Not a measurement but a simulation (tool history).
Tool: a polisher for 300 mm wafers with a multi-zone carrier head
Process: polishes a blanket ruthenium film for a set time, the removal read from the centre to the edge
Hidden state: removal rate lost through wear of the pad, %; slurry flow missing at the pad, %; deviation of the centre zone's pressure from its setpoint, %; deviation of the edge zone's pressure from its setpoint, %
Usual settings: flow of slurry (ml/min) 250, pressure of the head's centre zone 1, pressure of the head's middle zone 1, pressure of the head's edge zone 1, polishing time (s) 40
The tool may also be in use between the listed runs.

run	hour	flow of slurry (ml/min)	pressure of the head's centre zone	pressure of the head's middle zone	pressure of the head's edge zone	polishing time (s)	wafers since the last listed run	wafers polished on this pad	hours since the slurry nozzle was cleaned	hours since the centre zone pressure was calibrated	hours since the edge zone pressure was calibrated	hours since the carrier head's membrane was replaced	incoming thickness of the incoming film, nm	film removed at the wafer's centre (nm)	film removed at mid-radius (nm)	film removed at the wafer's edge (nm)
1	0	250	1	1	1	40	0	6010	137.7	319.8	488.2	900.3	333.2	27.6	27.5	27.4
# hour 91.8: edge zone pressure recalibrated
# hour 115.9: worn pad replaced by a new one
# hour 164.7: carrier head's membrane replaced by a new one
2	320.5	250	1	1	1	40	3655	2357	458.2	640.3	228.7	155.8	331.3	30.1	29.7	29.2
3	369.3	250	1	1	1	40	576	2933	507	689.1	277.5	204.6	325.8	29.2	29.4	29
# hour 472.7: slurry nozzle cleaned
4	475.3	230	1	1	1	40	1239	4173	2.6	795.1	383.5	310.6	331.6	28.5	28.5	28.2
# hour 517.7: centre zone pressure recalibrated
5	565.6	230	1	1	1	40	1042	5216	92.9	47.9	473.8	400.9	333	28.7	28.1	28.4
# hour 644.1: worn pad replaced by a new one
6	649.6	250	1	1	0.93	40	944	65	176.9	131.9	557.8	484.9	330.2	30.8	30.3	29.7
# hour 697.8: edge zone pressure recalibrated
7	699.9	250	1	1	1	49	570	635	227.2	182.2	2.1	535.2	330.7	38.3	37.2	37.8
8	805.7	250	1	1.05	0.92	40	1249	1884	333	288	107.9	641	329.6	30	30.9	28.9
9	858.5	250	1	1.03	1	53	623	2508	385.8	340.8	160.7	693.8	328.4	39.6	40.4	39.4
10	923.8	250	1.06	1	1	40	771	3279	451.1	406.1	226	759.1	325.5	31.1	29.2	29.7
11	970.9	225	1	1	1	52	556	3835	498.2	453.2	273.1	806.2	328.7	37.8	36.9	36.9
12	1051.1	250	1	1	1	40	947	4783	578.4	533.4	353.3	886.4	330.3	28.8	28.2	27.7
# hour 1166.7: carrier head's membrane replaced by a new one
# hour 1176.1: slurry nozzle cleaned
# hour 1198.8: centre zone pressure recalibrated
# hour 1209.4: worn pad replaced by a new one
# hour 1330.4: edge zone pressure recalibrated
13	1353.4	300	1	1	1	40	3404	1676	177.3	154.6	23	186.7	330.6	31.4	30.5	30.1
14	1417.1	250	1	1	1.05	40	752	2428	241	218.3	86.7	250.4	332.7	29.9	29.4	30.1
15	1472.5	250	1	1	1	40	654	3083	296.4	273.7	142.1	305.8	328.1	29.8	29.6	29.3
16	1531.8	220	1	0.88	0.92	30	700	3783	355.7	333	201.4	365.1	323.2	21.8	19.1	21.2
17	1575.3	250	1	1	1	40	513	4297	399.2	376.5	244.9	408.6	331.4	28.7	28.9	29
18	1637.2	250	1	1	1	49	731	5028	461.1	438.4	306.8	470.5	327.9	35.4	34.8	35
# hour 1697.6: worn pad replaced by a new one
19	1729.1	340	1	1.07	0.89	46	1038	371	553	530.3	398.7	562.4	329.6	36.7	38	34.4
20	1828.3	315	1	1	1	40	1171	1543	652.2	629.5	497.9	661.6	336.1	30.8	31	30.4
# hour 1871.8: centre zone pressure recalibrated
21	1874.3	250	1	1	0.89	29	519	2062	698.2	2.5	543.9	707.6	327.2	21.5	21.6	20.3
# hour 1880.5: edge zone pressure recalibrated
# hour 1893.8: slurry nozzle cleaned
22	1943.1	250	1	1	1	40	777	2839	49.3	71.3	62.6	776.4	329.5	29.5	29.7	28.9

Forecast each of these 4 alternatives for the next run:
A	1943.5	280	1	1	1	40	4	2844	49.7	71.7	63	776.8	337.1	?	?	?
B	1943.5	250	1.1	0.94	1.04	28	4	2844	49.7	71.7	63	776.8	337.1	?	?	?
C	1943.5	250	1	0.92	1	27	4	2844	49.7	71.7	63	776.8	337.1	?	?	?
D	1943.5	250	1	0.95	1.08	48	4	2844	49.7	71.7	63	776.8	337.1	?	?	?

run	film removed at the wafer's centre (nm)	film removed at mid-radius (nm)	film removed at the wafer's edge (nm)
A	30.5	29.5	29.7
B	23.1	19.4	20.9
C	20.3	18.4	19.9
D	36.1	33.5	36.5
Without the tool's hidden state the same runs would have given:
run	film removed at the wafer's centre (nm)	film removed at mid-radius (nm)	film removed at the wafer's edge (nm)
A	32.2	31.2	31.3
B	24.4	20.5	22.1
C	21.4	19.4	21
D	38.1	35.5	38.6
